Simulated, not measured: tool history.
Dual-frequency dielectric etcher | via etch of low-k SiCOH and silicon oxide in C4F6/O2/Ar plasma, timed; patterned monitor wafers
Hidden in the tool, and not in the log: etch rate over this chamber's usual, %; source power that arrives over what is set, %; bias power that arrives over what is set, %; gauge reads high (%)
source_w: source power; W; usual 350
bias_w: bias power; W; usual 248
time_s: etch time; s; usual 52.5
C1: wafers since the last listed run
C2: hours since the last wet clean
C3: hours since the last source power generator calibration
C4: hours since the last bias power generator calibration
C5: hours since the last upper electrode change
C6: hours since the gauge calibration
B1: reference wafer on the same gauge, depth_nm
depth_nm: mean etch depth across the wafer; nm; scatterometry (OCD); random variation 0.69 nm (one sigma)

{"run": 1, "hour": 0.0, "source_w": 350, "bias_w": 248, "time_s": 52.5, "C1": 0, "C2": 54.2, "C3": 3498, "C4": 3711, "C5": 4399.6, "C6": 641.2, "B1": 145.9, "depth_nm": 155.6}
{"run": 2, "hour": 43.7, "source_w": 350, "bias_w": 248, "time_s": 52.5, "C1": 340, "C2": 97.9, "C3": 3541.7, "C4": 3754.7, "C5": 4443.3, "C6": 684.9, "B1": 146, "depth_nm": 154.3}
{"run": 3, "hour": 102.3, "source_w": 350, "bias_w": 248, "time_s": 52.5, "C1": 456, "C2": 156.5, "C3": 3600.3, "C4": 3813.3, "C5": 4501.9, "C6": 743.5, "B1": 145.9, "depth_nm": 154.3}
{"run": 4, "hour": 127.6, "source_w": 350, "bias_w": 248, "time_s": 52.5, "C1": 197, "C2": 181.8, "C3": 3625.6, "C4": 3838.6, "C5": 4527.2, "C6": 768.8, "B1": 146.3, "depth_nm": 153.5}
{"run": 5, "hour": 156.4, "source_w": 350, "bias_w": 248, "time_s": 52.5, "C1": 224, "C2": 210.6, "C3": 3654.4, "C4": 3867.4, "C5": 4556, "C6": 797.6, "B1": 145.8, "depth_nm": 154.3}
{"run": 6, "hour": 203.1, "source_w": 350, "bias_w": 248, "time_s": 52.5, "C1": 364, "C2": 257.3, "C3": 3701.1, "C4": 3914.1, "C5": 4602.7, "C6": 844.3, "B1": 146.2, "depth_nm": 154.7}
{"run": 7, "hour": 227.9, "source_w": 400, "bias_w": 248, "time_s": 52.5, "C1": 193, "C2": 282.1, "C3": 3725.9, "C4": 3938.9, "C5": 4627.5, "C6": 869.1, "B1": 145.9, "depth_nm": 163.6}
{"hour": 266.2, "done": "gauge calibrated"}
{"run": 8, "hour": 274.9, "source_w": 400, "bias_w": 248, "time_s": 52.5, "C1": 366, "C2": 329.1, "C3": 3772.9, "C4": 3985.9, "C5": 4674.5, "C6": 8.7, "B1": 146, "depth_nm": 162.6}
{"run": 9, "hour": 312.4, "source_w": 400, "bias_w": 248, "time_s": 52.5, "C1": 292, "C2": 366.6, "C3": 3810.4, "C4": 4023.4, "C5": 4712, "C6": 46.2, "B1": 145.8, "depth_nm": 164.2}
{"hour": 359.7, "done": "wet clean of the chamber"}
{"run": 10, "hour": 360.7, "source_w": 350, "bias_w": 248, "time_s": 52.5, "C1": 189, "C2": 1, "C3": 3858.7, "C4": 4071.7, "C5": 4760.3, "C6": 94.5, "B1": 145.9, "depth_nm": 156}
{"hour": 379.7, "done": "bias power generator calibrated"}
{"run": 11, "hour": 400.2, "source_w": 280, "bias_w": 214, "time_s": 52.5, "C1": 276, "C2": 40.5, "C3": 3898.2, "C4": 20.5, "C5": 4799.8, "C6": 134, "B1": 145.8, "depth_nm": 133.9}
{"run": 12, "hour": 451.8, "source_w": 390, "bias_w": 230, "time_s": 47, "C1": 402, "C2": 92.1, "C3": 3949.8, "C4": 72.1, "C5": 4851.4, "C6": 185.6, "B1": 146, "depth_nm": 141.8}
{"run": 13, "hour": 492.5, "source_w": 350, "bias_w": 248, "time_s": 45.5, "C1": 317, "C2": 132.8, "C3": 3990.5, "C4": 112.8, "C5": 4892.1, "C6": 226.3, "B1": 145.7, "depth_nm": 134.2}
{"run": 14, "hour": 518.4, "source_w": 350, "bias_w": 248, "time_s": 52.5, "C1": 201, "C2": 158.7, "C3": 4016.4, "C4": 138.7, "C5": 4918, "C6": 252.2, "B1": 146.1, "depth_nm": 153.5}
{"run": 15, "hour": 543.4, "source_w": 390, "bias_w": 287, "time_s": 61.5, "C1": 194, "C2": 183.7, "C3": 4041.4, "C4": 163.7, "C5": 4943, "C6": 277.2, "B1": 146, "depth_nm": 199.1}
{"hour": 606.1, "done": "source power generator calibrated"}
{"run": 16, "hour": 612.0, "source_w": 350, "bias_w": 248, "time_s": 52.5, "C1": 503, "C2": 252.3, "C3": 5.9, "C4": 232.3, "C5": 5011.6, "C6": 345.8, "B1": 145.8, "depth_nm": 153.7}
{"hour": 649.4, "done": "upper electrode replaced"}
{"run": 17, "hour": 680.4, "source_w": 290, "bias_w": 192, "time_s": 45, "C1": 346, "C2": 320.7, "C3": 74.3, "C4": 300.7, "C5": 31, "C6": 414.2, "B1": 146.1, "depth_nm": 111.7}
{"run": 18, "hour": 741.3, "source_w": 350, "bias_w": 248, "time_s": 52.5, "C1": 474, "C2": 381.6, "C3": 135.2, "C4": 361.6, "C5": 91.9, "C6": 475.1, "B1": 146.2, "depth_nm": 153.2}
{"run": 19, "hour": 789.4, "source_w": 300, "bias_w": 266, "time_s": 59, "C1": 375, "C2": 429.7, "C3": 183.3, "C4": 409.7, "C5": 140, "C6": 523.2, "B1": 145.8, "depth_nm": 161.7}
{"run": 20, "hour": 835.3, "source_w": 310, "bias_w": 248, "time_s": 61.5, "C1": 357, "C2": 475.6, "C3": 229.2, "C4": 455.6, "C5": 185.9, "C6": 569.1, "B1": 146.2, "depth_nm": 167.3}

4 ways to go on from here, each from the tool as it stands after run 20. What would each give?
{"run": "A", "hour": 835.7, "source_w": 350, "bias_w": 248, "time_s": 52.5, "C1": 3, "C2": 476, "C3": 229.6, "C4": 456, "C5": 186.3, "C6": 569.5, "B1": "?", "depth_nm": "?"}
{"run": "B", "hour": 835.7, "source_w": 270, "bias_w": 248, "time_s": 52.5, "C1": 3, "C2": 476, "C3": 229.6, "C4": 456, "C5": 186.3, "C6": 569.5, "B1": "?", "depth_nm": "?"}
{"run": "C", "hour": 835.7, "source_w": 350, "bias_w": 219, "time_s": 66, "C1": 3, "C2": 476, "C3": 229.6, "C4": 456, "C5": 186.3, "C6": 569.5, "B1": "?", "depth_nm": "?"}
{"run": "D", "hour": 835.7, "source_w": 350, "bias_w": 285, "time_s": 52.5, "C1": 3, "C2": 476, "C3": 229.6, "C4": 456, "C5": 186.3, "C6": 569.5, "B1": "?", "depth_nm": "?"}

run=A B1=145.9 depth_nm=152
run=B B1=145.9 depth_nm=133.7
run=C B1=145.9 depth_nm=184.7
run=D B1=145.9 depth_nm=158
Without the tool's hidden state the same runs would have given:
run=A depth_nm=155.3
run=B depth_nm=136.7
run=C depth_nm=188.7
run=D depth_nm=161.5

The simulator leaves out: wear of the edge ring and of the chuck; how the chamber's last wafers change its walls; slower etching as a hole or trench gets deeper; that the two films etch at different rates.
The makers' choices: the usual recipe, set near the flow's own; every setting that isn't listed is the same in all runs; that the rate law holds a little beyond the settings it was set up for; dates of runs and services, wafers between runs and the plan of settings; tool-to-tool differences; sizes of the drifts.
